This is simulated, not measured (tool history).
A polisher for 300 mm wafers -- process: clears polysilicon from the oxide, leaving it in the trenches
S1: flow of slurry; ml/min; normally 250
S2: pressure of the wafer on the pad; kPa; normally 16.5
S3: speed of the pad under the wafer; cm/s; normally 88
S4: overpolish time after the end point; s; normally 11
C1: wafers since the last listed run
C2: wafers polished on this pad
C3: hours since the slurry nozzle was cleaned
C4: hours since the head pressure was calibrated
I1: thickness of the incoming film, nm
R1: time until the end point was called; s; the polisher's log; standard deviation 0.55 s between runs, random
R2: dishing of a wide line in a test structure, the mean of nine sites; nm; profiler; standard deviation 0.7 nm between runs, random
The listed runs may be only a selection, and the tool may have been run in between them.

Run 1, hour 0.0: usual settings but S3 110 cm/s; C1 0; C2 3207; C3 351.7; C4 78.4; I1 638.2. Result: R1 39.9 s, R2 45.2 nm.
Run 2, hour 34.0: usual settings but S3 110 cm/s; C1 405; C2 3613; C3 385.7; C4 112.4; I1 646.5. Result: R1 40.7 s, R2 46.1 nm.
At hour 54.0: worn pad replaced by a new one.
Run 3, hour 61.3: usual settings but S3 110 cm/s; C1 277; C2 86; C3 413.0; C4 139.7; I1 642.4. Result: R1 40.8 s, R2 45.1 nm.
Run 4, hour 128.4: usual settings but S4 13 s; C1 800; C2 887; C3 480.1; C4 206.8; I1 630.8. Result: R1 48.4 s, R2 44.1 nm.
Run 5, hour 153.1: usual settings but S2 15.2 kPa, S3 112 cm/s; C1 294; C2 1181; C3 504.8; C4 231.5; I1 639.0. Result: R1 44.3 s, R2 44.5 nm.
At hour 211.9: slurry nozzle cleaned.
Run 6, hour 331.7: usual settings but S2 15.2 kPa, S3 112 cm/s; C1 2118; C2 3300; C3 119.8; C4 410.1; I1 645.0. Result: R1 45.7 s, R2 44.4 nm.
At hour 341.0: head pressure recalibrated.
At hour 378.5: worn pad replaced by a new one.
Run 7, hour 386.5: usual settings but S2 15.2 kPa, S3 112 cm/s; C1 582; C2 95; C3 174.6; C4 45.5; I1 634.7. Result: R1 43.7 s, R2 44.9 nm.
Run 8, hour 441.2: usual settings but S2 13.8 kPa; C1 652; C2 747; C3 229.3; C4 100.2; I1 637.6. Result: R1 59.5 s, R2 42.3 nm.
Run 9, hour 500.3: usual settings but S2 13.8 kPa; C1 704; C2 1452; C3 288.4; C4 159.3; I1 640.9. Result: R1 59.5 s, R2 41.0 nm.
Run 10, hour 700.0: usual settings but S2 13.8 kPa; C1 2381; C2 3834; C3 488.1; C4 359.0; I1 650.6. Result: R1 62.3 s, R2 40.5 nm.
Run 11, hour 745.6: usual settings; C1 543; C2 4378; C3 533.7; C4 404.6; I1 636.1. Result: R1 51.7 s, R2 42.8 nm.
At hour 785.4: slurry nozzle cleaned.
At hour 791.1: head pressure recalibrated.
At hour 797.9: worn pad replaced by a new one.
Run 12, hour 812.0: usual settings; C1 708; C2 167; C3 26.6; C4 20.9; I1 629.8. Result: R1 47.9 s, R2 44.5 nm.
Run 13, hour 841.0: usual settings; C1 345; C2 513; C3 55.6; C4 49.9; I1 639.7. Result: R1 49.1 s, R2 42.8 nm.
Run 14, hour 867.9: usual settings; C1 320; C2 834; C3 82.5; C4 76.8; I1 635.6. Result: R1 48.9 s, R2 43.4 nm.
Run 15, hour 920.3: usual settings but S4 15 s; C1 624; C2 1459; C3 134.9; C4 129.2; I1 635.5. Result: R1 50.1 s, R2 44.7 nm.
Run 16, hour 964.0: usual settings; C1 521; C2 1980; C3 178.6; C4 172.9; I1 640.0. Result: R1 49.9 s, R2 43.2 nm.
Run 17, hour 1005.7: usual settings; C1 497; C2 2477; C3 220.3; C4 214.6; I1 642.4. Result: R1 51.0 s, R2 44.0 nm.
Run 18, hour 1065.2: usual settings but S1 335 ml/min, S2 20.7 kPa, S3 110 cm/s, S4 4 s; C1 709; C2 3187; C3 279.8; C4 274.1; I1 634.2. Result: R1 31.8 s, R2 36.2 nm.
Run 19, hour 1132.3: usual settings; C1 800; C2 3987; C3 346.9; C4 341.2; I1 635.2. Result: R1 51.0 s, R2 42.5 nm.
At hour 1158.3: worn pad replaced by a new one.
Run 20, hour 1183.1: usual settings but S1 290 ml/min, S2 11.7 kPa, S3 114 cm/s; C1 558; C2 296; C3 397.7; C4 392.0; I1 635.7. Result: R1 56.3 s, R2 43.2 nm.
Run 21, hour 1210.1: usual settings; C1 322; C2 618; C3 424.7; C4 419.0; I1 641.9. Result: R1 52.3 s, R2 42.3 nm.
At hour 1277.9: head pressure recalibrated.
Run 22, hour 1278.4: usual settings; C1 790; C2 1408; C3 493.0; C4 0.5; I1 631.9. Result: R1 49.2 s, R2 43.7 nm.
Run 23, hour 1310.5: usual settings but S1 335 ml/min, S3 106 cm/s, S4 5 s; C1 382; C2 1791; C3 525.1; C4 32.6; I1 653.4. Result: R1 41.6 s, R2 35.8 nm.
Run 24, hour 1375.6: usual settings but S1 335 ml/min, S2 20.7 kPa, S3 106 cm/s, S4 15 s; C1 776; C2 2568; C3 590.2; C4 97.7; I1 630.0. Result: R1 32.8 s, R2 46.5 nm.
Run 25, hour 1411.8: usual settings but S2 11.7 kPa, S4 4 s; C1 431; C2 2999; C3 626.4; C4 133.9; I1 648.2. Result: R1 70.9 s, R2 23.4 nm.
At hour 1438.0: slurry nozzle cleaned.
Run 26, hour 1447.7: usual settings but S2 21.4 kPa, S3 64 cm/s, S4 9 s; C1 416; C2 3416; C3 9.7; C4 169.8; I1 636.9. Result: R1 50.8 s, R2 40.3 nm.
Run 27, hour 1476.8: usual settings but S1 220 ml/min; C1 347; C2 3763; C3 38.8; C4 198.9; I1 641.6. Result: R1 51.1 s, R2 43.1 nm.
Run 28, hour 1532.9: usual settings but S3 72 cm/s; C1 669; C2 4432; C3 94.9; C4 255.0; I1 637.2. Result: R1 60.9 s, R2 41.1 nm.
At hour 1542.2: worn pad replaced by a new one.
Run 29, hour 1588.2: usual settings but S1 325 ml/min, S3 76 cm/s; C1 611; C2 549; C3 150.2; C4 310.3; I1 646.6. Result: R1 57.9 s, R2 41.8 nm.
Run 30, hour 1644.3: usual settings but S1 190 ml/min, S4 15 s; C1 669; C2 1218; C3 206.3; C4 366.4; I1 641.4. Result: R1 52.4 s, R2 45.5 nm.
At hour 1693.1: head pressure recalibrated.
Run 31, hour 1708.2: usual settings but S1 275 ml/min, S2 17.9 kPa, S4 15 s; C1 738; C2 1956; C3 270.2; C4 15.1; I1 631.0. Result: R1 44.9 s, R2 46.8 nm.
Run 32, hour 1776.6: usual settings but S3 108 cm/s, S4 5 s; C1 815; C2 2772; C3 338.6; C4 83.5; I1 643.7. Result: R1 40.8 s, R2 35.8 nm.
Run 33, hour 1812.3: usual settings but S1 170 ml/min, S3 64 cm/s; C1 425; C2 3198; C3 374.3; C4 119.2; I1 639.1. Result: R1 69.4 s, R2 41.6 nm.
Run 34, hour 1850.0: usual settings but S1 180 ml/min, S3 108 cm/s; C1 449; C2 3647; C3 412.0; C4 156.9; I1 637.2. Result: R1 42.5 s, R2 43.5 nm.

Predict each of these 3 candidate next runs independently; none follows another, all start after run 34:
Run A, hour 1850.4: usual settings; C1 4; C2 3652; C3 412.4; C4 157.3; I1 637.0. Result: R1 ?, R2 ?.
Run B, hour 1850.4: usual settings but S2 20.7 kPa, S3 112 cm/s; C1 4; C2 3652; C3 412.4; C4 157.3; I1 637.0. Result: R1 ?, R2 ?.
Run C, hour 1850.4: usual settings but S1 335 ml/min, S2 18.6 kPa, S3 70 cm/s, S4 14 s; C1 4; C2 3652; C3 412.4; C4 157.3; I1 637.0. Result: R1 ?, R2 ?.

run    R1    R2
  A  49.3  43.5
  B  31.7  46.2
  C  52.4  44.9
Take away the tool's hidden state, keep each run's random variation, and the runs would have read:
run    R1    R2
  A  47.9  43.8
  B  30.8  46.2
  C  50.9  45.1
